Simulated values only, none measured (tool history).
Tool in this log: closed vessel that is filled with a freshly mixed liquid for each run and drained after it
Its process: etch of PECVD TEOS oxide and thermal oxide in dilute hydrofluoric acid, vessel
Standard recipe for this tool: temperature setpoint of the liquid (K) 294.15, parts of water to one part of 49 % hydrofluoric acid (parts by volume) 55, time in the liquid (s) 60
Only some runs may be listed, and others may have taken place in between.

run     day  temperature setpoint of the liquid (K)  parts of water to one part of 49 % hydrofluoric acid (parts by volume)  time in the liquid (s)  wafers since the last listed run  hours since the thermometer was replaced  hours since the hydrofluoric acid flow meter was replaced  hours since the gauge calibration  read-back film thickness of the PECVD TEOS oxide reference wafer, read on the same gauge (nm)  read-back film thickness of the thermal oxide reference wafer, read on the same gauge (nm)  thickness taken off the PECVD TEOS oxide on a monitor wafer (nm)  thickness taken off the thermal oxide on a monitor wafer (nm)
  1       0                                  294.15                                                                      55                      60                                 0                                    1882.3                                                       35.1                              211.1                                                                                             70                                                                                          40                                                             15.04                                                           4.89
  2    1.15                                  294.15                                                                      55                      60                              1972                                    1909.9                                                       62.7                              238.7                                                                                          70.01                                                                                       40.02                                                             15.21                                                           4.89
  3   1.983                                  292.65                                                                      55                      60                              1429                                    1929.9                                                       82.7                              258.7                                                                                          69.97                                                                                       39.97                                                             14.32                                                           4.62
  4   3.296                                  294.15                                                                      80                      60                              2250                                    1961.4                                                      114.2                              290.2                                                                                          69.98                                                                                       40.01                                                             10.35                                                           3.29
  5   4.525                                  296.65                                                                      45                      60                              2107                                    1990.9                                                      143.7                              319.7                                                                                          70.03                                                                                       40.01                                                             21.11                                                            6.8
  6   5.679                                  290.65                                                                      55                      60                              1979                                    2018.6                                                      171.4                              347.4                                                                                          69.99                                                                                       40.02                                                             13.15                                                           4.23
  7   6.758                                  294.15                                                                      55                      60                              1850                                    2044.5                                                      197.3                              373.3                                                                                          69.98                                                                                          40                                                             15.41                                                              5
  8   7.367                                  294.15                                                                      55                      60                              1043                                    2059.1                                                      211.9                              387.9                                                                                             70                                                                                       39.99                                                             15.27                                                              5
  9   7.967                                  296.65                                                                      55                      45                              1028                                    2073.5                                                      226.3                              402.3                                                                                          70.02                                                                                       39.97                                                             12.73                                                           4.19
 10   9.454                                  292.15                                                                      85                      50                              2551                                    2109.2                                                        262                                438                                                                                          70.01                                                                                       39.99                                                              7.38                                                           2.39
     10.108  -- thermometer replaced
 11  10.288                                  297.15                                                                      35                      60                              1357                                       4.3                                                        282                                458                                                                                          70.02                                                                                          40                                                             28.35                                                           9.11
 12    10.9                                  294.15                                                                      40                      45                              1050                                        19                                                      296.7                              472.7                                                                                          70.02                                                                                       39.98                                                             16.24                                                           5.23
 13  12.004                                  290.65                                                                      70                      75                              1893                                      45.5                                                      323.2                              499.2                                                                                          69.98                                                                                          40                                                             13.02                                                           4.19
 14  13.079                                  295.65                                                                      35                      95                              1843                                      71.3                                                        349                                525                                                                                          69.98                                                                                       39.99                                                             42.06                                                          13.59
 15  14.079                                  297.65                                                                      55                      60                              1714                                      95.3                                                        373                                549                                                                                          69.99                                                                                       39.99                                                             18.14                                                           5.83
 16  14.754                                  296.65                                                                      55                      45                              1157                                     111.5                                                      389.2                              565.2                                                                                          70.01                                                                                       39.99                                                             12.98                                                            4.2
 17  16.054                                  294.15                                                                      55                      60                              2229                                     142.7                                                      420.4                              596.4                                                                                          69.98                                                                                          40                                                             15.65                                                           5.07
 18  17.029                                  290.15                                                                      45                      30                              1672                                     166.1                                                      443.8                              619.8                                                                                             70                                                                                       40.01                                                              8.25                                                           2.66
 19  17.883                                  297.15                                                                      35                      60                              1464                                     186.6                                                      464.3                              640.3                                                                                          69.98                                                                                       40.03                                                             28.59                                                           9.25
 20   18.65                                  292.15                                                                      75                      50                              1314                                       205                                                      482.7                              658.7                                                                                          70.02                                                                                          40                                                               8.6                                                            2.8
 21  19.412                                  294.15                                                                      55                      60                              1307                                     223.3                                                        501                                677                                                                                          70.01                                                                                          40                                                             15.87                                                           5.08
 22  20.175                                  296.65                                                                      70                      90                              1307                                     241.6                                                      519.3                              695.3                                                                                          70.04                                                                                       39.99                                                             20.38                                                           6.53
 23    21.2                                  294.15                                                                      35                      95                              1757                                     266.2                                                      543.9                              719.9                                                                                          69.99                                                                                          40                                                             40.54                                                          13.15
 24  21.929                                  290.15                                                                      35                      50                              1250                                     283.7                                                      561.4                              737.4                                                                                          69.99                                                                                       39.99                                                             17.81                                                           5.82
 25  22.742                                  294.15                                                                      35                      60                              1393                                     303.2                                                      580.9                              756.9                                                                                          70.02                                                                                       39.97                                                             25.85                                                           8.23
 26  24.088                                  290.15                                                                      55                      90                              2308                                     335.5                                                      613.2                              789.2                                                                                          69.97                                                                                       40.02                                                             20.28                                                           6.48
 27  24.767                                  294.15                                                                      35                      95                              1164                                     351.8                                                      629.5                              805.5                                                                                          69.99                                                                                          40                                                             40.88                                                          13.08

Below, some changes in thickness taken off the PECVD TEOS oxide on a monitor wafer (nm) between adjacent runs. For each, the amount present without the hidden state too (settings, incoming material, random variation) and the amount remaining for the hidden state with gauge scatter not shared by both compared results:
The tool's hidden condition here consists of: liquid hotter than its thermometer reads (K); hydrofluoric acid flow above the setpoint (%); gauge reads high (%).
Run 13 -> 14: temperature setpoint of the liquid (K) 290.65 -> 295.65, parts of water to one part of 49 % hydrofluoric acid (parts by volume) 70 -> 35, time in the liquid (s) 75 -> 95. thickness taken off the PECVD TEOS oxide on a monitor wafer (nm) +29.04: hidden state +1.04, all else +28.
Run 14 -> 15: temperature setpoint of the liquid (K) 295.65 -> 297.65, parts of water to one part of 49 % hydrofluoric acid (parts by volume) 35 -> 55, time in the liquid (s) 95 -> 60. thickness taken off the PECVD TEOS oxide on a monitor wafer (nm) -23.92: hidden state -0.79, all else -23.13.
Run 23 -> 24: temperature setpoint of the liquid (K) 294.15 -> 290.15, time in the liquid (s) 95 -> 50. thickness taken off the PECVD TEOS oxide on a monitor wafer (nm) -22.73: hidden state -1.15, all else -21.58.
Run 26 -> 27: temperature setpoint of the liquid (K) 290.15 -> 294.15, parts of water to one part of 49 % hydrofluoric acid (parts by volume) 55 -> 35, time in the liquid (s) 90 -> 95. thickness taken off the PECVD TEOS oxide on a monitor wafer (nm) +20.6: hidden state +1.21, all else +19.39.
